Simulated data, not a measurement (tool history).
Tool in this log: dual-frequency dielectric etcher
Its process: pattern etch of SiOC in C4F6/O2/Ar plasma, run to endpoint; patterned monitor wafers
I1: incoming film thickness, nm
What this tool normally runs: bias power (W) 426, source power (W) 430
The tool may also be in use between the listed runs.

run 1 hour=0 | bias_power_(W)=426 source_power_(W)=430 | I1=39.83 | endpoint_time_(s)=14.5
run 2 hour=40.1 | bias_power_(W)=426 source_power_(W)=430 | I1=39.46 | endpoint_time_(s)=14.3
run 3 hour=110.5 | bias_power_(W)=426 source_power_(W)=430 | I1=39.86 | endpoint_time_(s)=14.2
run 4 hour=168.2 | bias_power_(W)=426 source_power_(W)=430 | I1=39.65 | endpoint_time_(s)=14.1
run 5 hour=200.1 | bias_power_(W)=426 source_power_(W)=430 | I1=39.43 | endpoint_time_(s)=14.1
-- hour=243.9 wet clean of the chamber
run 6 hour=263.8 | bias_power_(W)=426 source_power_(W)=430 | I1=39.69 | endpoint_time_(s)=13.9
run 7 hour=294.8 | bias_power_(W)=426 source_power_(W)=430 | I1=39.64 | endpoint_time_(s)=13.9
run 8 hour=455.7 | bias_power_(W)=426 source_power_(W)=430 | I1=39.76 | endpoint_time_(s)=13.9
run 9 hour=521.8 | bias_power_(W)=426 source_power_(W)=430 | I1=39.32 | endpoint_time_(s)=13.6
run 10 hour=557.4 | bias_power_(W)=426 source_power_(W)=430 | I1=39.45 | endpoint_time_(s)=13.7
run 11 hour=596.5 | bias_power_(W)=426 source_power_(W)=430 | I1=39.72 | endpoint_time_(s)=13.7
run 12 hour=622.9 | bias_power_(W)=426 source_power_(W)=430 | I1=39.27 | endpoint_time_(s)=13.7
run 13 hour=674.7 | bias_power_(W)=426 source_power_(W)=430 | I1=39.49 | endpoint_time_(s)=13.3
-- hour=712.8 wet clean of the chamber, repeated, since the last time left the tool worse
run 14 hour=731.3 | bias_power_(W)=426 source_power_(W)=430 | I1=39.91 | endpoint_time_(s)=14.7
run 15 hour=775.5 | bias_power_(W)=426 source_power_(W)=430 | I1=40 | endpoint_time_(s)=14.5
run 16 hour=835.4 | bias_power_(W)=426 source_power_(W)=430 | I1=39.82 | endpoint_time_(s)=14.5
run 17 hour=896.3 | bias_power_(W)=426 source_power_(W)=430 | I1=39.85 | endpoint_time_(s)=14.4
run 18 hour=957.1 | bias_power_(W)=426 source_power_(W)=430 | I1=39.65 | endpoint_time_(s)=14.3
run 19 hour=990.5 | bias_power_(W)=426 source_power_(W)=430 | I1=39.71 | endpoint_time_(s)=14.3
run 20 hour=1028.7 | bias_power_(W)=329 source_power_(W)=500 | I1=39.56 | endpoint_time_(s)=14.8
-- hour=1092.4 upper electrode replaced
run 21 hour=1092.9 | bias_power_(W)=365 source_power_(W)=390 | I1=40.3 | endpoint_time_(s)=15.8
run 22 hour=1132.8 | bias_power_(W)=360 source_power_(W)=540 | I1=39.42 | endpoint_time_(s)=13.7
-- hour=1158.5 wet clean of the chamber
-- hour=1163 source power generator calibrated
run 23 hour=1197.6 | bias_power_(W)=426 source_power_(W)=430 | I1=39.98 | endpoint_time_(s)=14.5
run 24 hour=1236.7 | bias_power_(W)=521 source_power_(W)=360 | I1=39.65 | endpoint_time_(s)=14.3
run 25 hour=1286.4 | bias_power_(W)=426 source_power_(W)=460 | I1=39.57 | endpoint_time_(s)=14.1
-- hour=1312 bias power generator calibrated
run 26 hour=1352.8 | bias_power_(W)=467 source_power_(W)=360 | I1=39.21 | endpoint_time_(s)=14.7
run 27 hour=1387 | bias_power_(W)=426 source_power_(W)=430 | I1=39.67 | endpoint_time_(s)=14.5
run 28 hour=1426.1 | bias_power_(W)=484 source_power_(W)=380 | I1=39.71 | endpoint_time_(s)=14.3
run 29 hour=1496.6 | bias_power_(W)=495 source_power_(W)=320 | I1=39.73 | endpoint_time_(s)=15.5
run 30 hour=1526 | bias_power_(W)=363 source_power_(W)=320 | I1=39.79 | endpoint_time_(s)=17.1
run 31 hour=1557 | bias_power_(W)=493 source_power_(W)=430 | I1=39.57 | endpoint_time_(s)=13.4
-- hour=1601.3 wet clean of the chamber
run 32 hour=1745.6 | bias_power_(W)=328 source_power_(W)=530 | I1=40.08 | endpoint_time_(s)=14.8
run 33 hour=1778.3 | bias_power_(W)=426 source_power_(W)=430 | I1=39.44 | endpoint_time_(s)=14.2
run 34 hour=1825.8 | bias_power_(W)=426 source_power_(W)=350 | I1=39.68 | endpoint_time_(s)=15.5
run 35 hour=1877.5 | bias_power_(W)=426 source_power_(W)=430 | I1=40.06 | endpoint_time_(s)=14.5

Selected run-to-run steps in endpoint time (s), each split into two signed amounts: the part the tool would show with no hidden state at all (from settings, incoming material and random variation), and the remainder, which goes to the hidden state together with any gauge scatter not common to the measured and the hidden-state-free results:
The hidden state here: etch rate over this chamber's usual, %; bias power that arrives over what is set, %; source power that arrives over what is set, %.
Run 5 -> 6: wet clean of the chamber. endpoint time (s) -0.2: hidden state -0.2, all else +0.
Run 13 -> 14: wet clean of the chamber, repeated, since the last time left the tool worse. endpoint time (s) +1.4: hidden state +0.9, all else +0.5.
Run 21 -> 22: bias power (W) 365 -> 360, source power (W) 390 -> 540. endpoint time (s) -2.1: hidden state +0.1, all else -2.2.
Run 22 -> 23: bias power (W) 360 -> 426, source power (W) 540 -> 430, wet clean of the chamber, source power generator calibrated. endpoint time (s) +0.8: hidden state +0.2, all else +0.6.
Run 29 -> 30: bias power (W) 495 -> 363. endpoint time (s) +1.6: hidden state -0.1, all else +1.7.
Run 30 -> 31: bias power (W) 363 -> 493, source power (W) 320 -> 430. endpoint time (s) -3.7: hidden state +0.1, all else -3.8.
